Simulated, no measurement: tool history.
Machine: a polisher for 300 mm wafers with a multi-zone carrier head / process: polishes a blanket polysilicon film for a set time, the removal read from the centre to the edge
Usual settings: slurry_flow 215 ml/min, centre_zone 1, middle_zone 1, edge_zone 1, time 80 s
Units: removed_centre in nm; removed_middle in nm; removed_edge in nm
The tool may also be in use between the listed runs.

run,hour,slurry_flow,centre_zone,middle_zone,edge_zone,time,wafers since the last listed run,wafers polished on this pad,hours since the slurry nozzle was cleaned,hours since the centre zone pressure was calibrated,hours since the edge zone pressure was calibrated,hours since the carrier head's membrane was replaced,"incoming thickness of the incoming film, nm",removed_centre,removed_middle,removed_edge
1,0,215,1,1,1,80,0,1748,77.9,325.6,443.8,402.6,2344.3,496.7,503.8,500.8
# hour 57.1: worn pad replaced by a new one
2,62,215,1,1,1,80,602,50,139.9,387.6,505.8,464.6,2354.4,498.6,496.2,486.7
# hour 81.6: edge zone pressure recalibrated
3,93.5,215,1,1,1,80,306,357,171.4,419.1,11.9,496.1,2364.1,496.1,490.1,496.2
4,157.8,215,1,1,1,80,668,1025,235.7,483.4,76.2,560.4,2315.6,496.2,494.9,484.4
5,205.2,215,0.94,1,0.93,80,492,1518,283.1,530.8,123.6,607.8,2335.6,465.5,477.6,467.7
6,249.3,215,1,1,1,80,458,1976,327.2,574.9,167.7,651.9,2351.6,487.7,495.6,476.3
# hour 282.1: worn pad replaced by a new one
7,282.6,215,1,1,1,80,304,4,360.5,608.2,201,685.2,2366.4,486.6,474.8,474.4
8,327.5,215,1,1,1,80,466,471,405.4,653.1,245.9,730.1,2337.4,479.7,473.3,489.7
9,363.2,215,1,1,1,80,371,842,441.1,688.8,281.6,765.8,2362.7,482.6,482.4,480.3
10,434,215,0.9,1.11,1,80,735,1578,511.9,759.6,352.4,836.6,2340.5,432.3,516,488.3
# hour 484.1: worn pad replaced by a new one
11,500.3,215,1,1,1,94,647,168,578.2,825.9,418.7,902.9,2337.5,558.4,543,544.1
# hour 509: carrier head's membrane replaced by a new one
# hour 532: centre zone pressure recalibrated
# hour 626.5: slurry nozzle cleaned
# hour 683.7: worn pad replaced by a new one
12,697.8,215,1.09,1,0.91,80,1928,146,71.3,165.8,616.2,188.8,2357.3,544.4,496.4,476
# hour 711.2: edge zone pressure recalibrated
13,763.9,215,1.08,1.1,1,98,666,813,137.4,231.9,52.7,254.9,2328.6,658.8,655.3,609.7
14,826.1,260,1,1.08,1,80,646,1459,199.6,294.1,114.9,317.1,2346.5,511.1,539.2,499.6
# hour 868: worn pad replaced by a new one
15,885.8,170,1,1,1,80,578,184,259.3,353.8,174.6,376.8,2331.6,470.7,463.4,482.6
16,931.5,215,1.1,1,1.11,80,474,659,305,399.5,220.3,422.5,2344.4,543.2,484.4,507.3
17,988.4,260,1,1,1,80,591,1251,361.9,456.4,277.2,479.4,2361.5,505.6,510.6,499
18,1034.8,215,1,1,1,80,482,1733,408.3,502.8,323.6,525.8,2370.9,484.8,477.6,487.1

Here are 3 independent what-if runs from the current tool condition. What would each one return?
A,1035.2,215,1,0.96,1,80,4,1737,408.7,503.2,324,526.2,2366.5,?,?,?
B,1035.2,215,1,1,1.11,80,4,1737,408.7,503.2,324,526.2,2366.5,?,?,?
C,1035.2,190,0.97,1.03,1,80,4,1737,408.7,503.2,324,526.2,2366.5,?,?,?

run,removed_centre,removed_middle,removed_edge
A,486.2,457.7,475.1
B,486.3,471.1,500.1
C,459.6,469.3,466.2
Had the tool no hidden state, the same runs would have come out as:
run,removed_centre,removed_middle,removed_edge
A,509.4,477.1,489.8
B,509.5,491,515.6
C,484.8,492,482.4
